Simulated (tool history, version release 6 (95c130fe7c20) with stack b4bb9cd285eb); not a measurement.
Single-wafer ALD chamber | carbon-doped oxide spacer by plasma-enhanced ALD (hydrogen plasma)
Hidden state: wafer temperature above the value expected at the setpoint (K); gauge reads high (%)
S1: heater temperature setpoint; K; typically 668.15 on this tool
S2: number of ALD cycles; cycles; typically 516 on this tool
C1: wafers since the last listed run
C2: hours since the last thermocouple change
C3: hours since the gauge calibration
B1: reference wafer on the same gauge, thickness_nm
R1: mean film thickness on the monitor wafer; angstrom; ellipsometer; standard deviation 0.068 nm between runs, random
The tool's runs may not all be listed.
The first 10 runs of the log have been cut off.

| run | hour | S1 | S2 | C1 | C2 | C3 | B1 | R1 |
|---|---|---|---|---|---|---|---|---|
| 11 | 120.3 | 668.15 | 516 | 5 | 1823.2 | 173.1 | 27.921 | 272.33 |
| 12 | 130.7 | 668.15 | 516 | 7 | 1833.6 | 183.5 | 27.914 | 273.08 |
|  | 170.7 | thermocouple changed; heater temperature recalibrated |
| 13 | 175.3 | 668.15 | 589 | 24 | 4.6 | 228.1 | 27.833 | 309.62 |
| 14 | 184.5 | 668.15 | 589 | 6 | 13.8 | 237.3 | 27.831 | 311.43 |
| 15 | 193.2 | 668.15 | 516 | 5 | 22.5 | 246 | 27.838 | 270.91 |
| 16 | 210.7 | 668.15 | 516 | 11 | 40 | 263.5 | 27.826 | 271.19 |
| 17 | 227.3 | 668.15 | 516 | 11 | 56.6 | 280.1 | 27.786 | 271.5 |
|  | 232.6 | gauge calibrated |
| 18 | 245.3 | 675.15 | 583 | 12 | 74.6 | 12.7 | 28.094 | 308.51 |
| 19 | 270.6 | 668.15 | 516 | 17 | 99.9 | 38 | 28.058 | 273.13 |
| 20 | 278 | 664.15 | 572 | 4 | 107.3 | 45.4 | 28.047 | 302.48 |
| 21 | 291.2 | 660.15 | 483 | 8 | 120.5 | 58.6 | 28.052 | 256.25 |
| 22 | 304.1 | 657.15 | 424 | 8 | 133.4 | 71.5 | 28.058 | 225.38 |
| 23 | 320.6 | 653.15 | 443 | 11 | 149.9 | 88 | 28.006 | 234.37 |
| 24 | 335.4 | 668.15 | 516 | 9 | 164.7 | 102.8 | 28.011 | 273.59 |
| 25 | 341.8 | 653.15 | 619 | 4 | 171.1 | 109.2 | 28.021 | 327.49 |
| 26 | 356.6 | 679.15 | 434 | 9 | 185.9 | 124 | 27.946 | 226.81 |

Forecast run 27:
| 27 | 371.9 | 678.15 | 473 | 10 | 201.2 | 139.3 | ? | ? |

{"run 27": {"B1": 27.962, "R1": 247.26}}
Were there no unlogged condition in the tool, this run, its random variation unchanged, would have produced R1 248.49 angstrom.

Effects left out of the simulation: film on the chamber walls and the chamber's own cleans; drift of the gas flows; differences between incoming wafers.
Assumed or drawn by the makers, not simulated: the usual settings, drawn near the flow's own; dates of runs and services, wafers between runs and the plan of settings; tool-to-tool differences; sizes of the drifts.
